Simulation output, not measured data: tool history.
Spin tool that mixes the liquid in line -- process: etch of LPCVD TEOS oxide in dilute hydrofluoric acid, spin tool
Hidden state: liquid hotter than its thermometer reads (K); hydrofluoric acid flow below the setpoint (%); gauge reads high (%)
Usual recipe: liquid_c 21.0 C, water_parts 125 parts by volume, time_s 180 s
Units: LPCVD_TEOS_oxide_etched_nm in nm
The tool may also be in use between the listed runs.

run	hour	liquid_c	water_parts	time_s	wafers since the last listed run	hours since the thermometer was replaced	hours since the hydrofluoric acid flow meter was replaced	hours since the gauge calibration	read-back film thickness of the LPCVD TEOS oxide reference wafer, read on the same gauge (nm)	LPCVD_TEOS_oxide_etched_nm
1	0.0	19.5	150	180	0	1045.7	221.6	103.4	110.00	16.65
2	35.2	21.0	85	180	311	1080.9	256.8	138.6	109.97	33.50
3	85.4	21.0	85	180	443	1131.1	307.0	188.8	110.02	33.60
4	120.9	21.0	85	180	313	1166.6	342.5	224.3	110.01	33.51
5	154.9	21.0	125	180	300	1200.6	376.5	258.3	110.00	21.78
6	199.4	21.0	125	180	393	1245.1	421.0	302.8	110.04	21.87
7	259.5	21.0	155	240	531	1305.2	481.1	362.9	110.00	22.59
8	286.2	21.0	155	240	235	1331.9	507.8	389.6	110.02	22.64
9	330.1	21.0	125	180	388	1375.8	551.7	433.5	110.00	21.69
10	410.2	21.0	125	180	707	1455.9	631.8	513.6	110.02	21.76
11	478.8	21.0	125	180	606	1524.5	700.4	582.2	109.96	21.65
# hour 533.1: thermometer replaced
12	546.4	21.0	125	180	588	13.3	768.0	649.8	109.99	21.70
13	603.0	21.0	125	180	500	69.9	824.6	706.4	110.02	21.62
14	636.1	21.0	125	120	292	103.0	857.7	739.5	110.00	14.47
# hour 658.7: gauge calibrated
15	661.5	21.0	125	120	224	128.4	883.1	2.8	109.97	14.38
16	712.7	21.0	145	180	452	179.6	934.3	54.0	109.97	18.09
17	764.3	21.0	125	240	456	231.2	985.9	105.6	110.00	28.71
18	824.6	21.0	185	180	532	291.5	1046.2	165.9	109.98	13.66
19	876.0	18.5	125	180	454	342.9	1097.6	217.3	110.01	19.52

For run 20, what comes out?
20	935.0	17.0	175	180	521	401.9	1156.6	276.3	?	?

read-back film thickness of the LPCVD TEOS oxide reference wafer, read on the same gauge (nm): 110.00
LPCVD_TEOS_oxide_etched_nm: 12.36 nm
With the hidden condition absent and the run-to-run variation left alone, this run would have shown LPCVD_TEOS_oxide_etched_nm 12.55 nm.

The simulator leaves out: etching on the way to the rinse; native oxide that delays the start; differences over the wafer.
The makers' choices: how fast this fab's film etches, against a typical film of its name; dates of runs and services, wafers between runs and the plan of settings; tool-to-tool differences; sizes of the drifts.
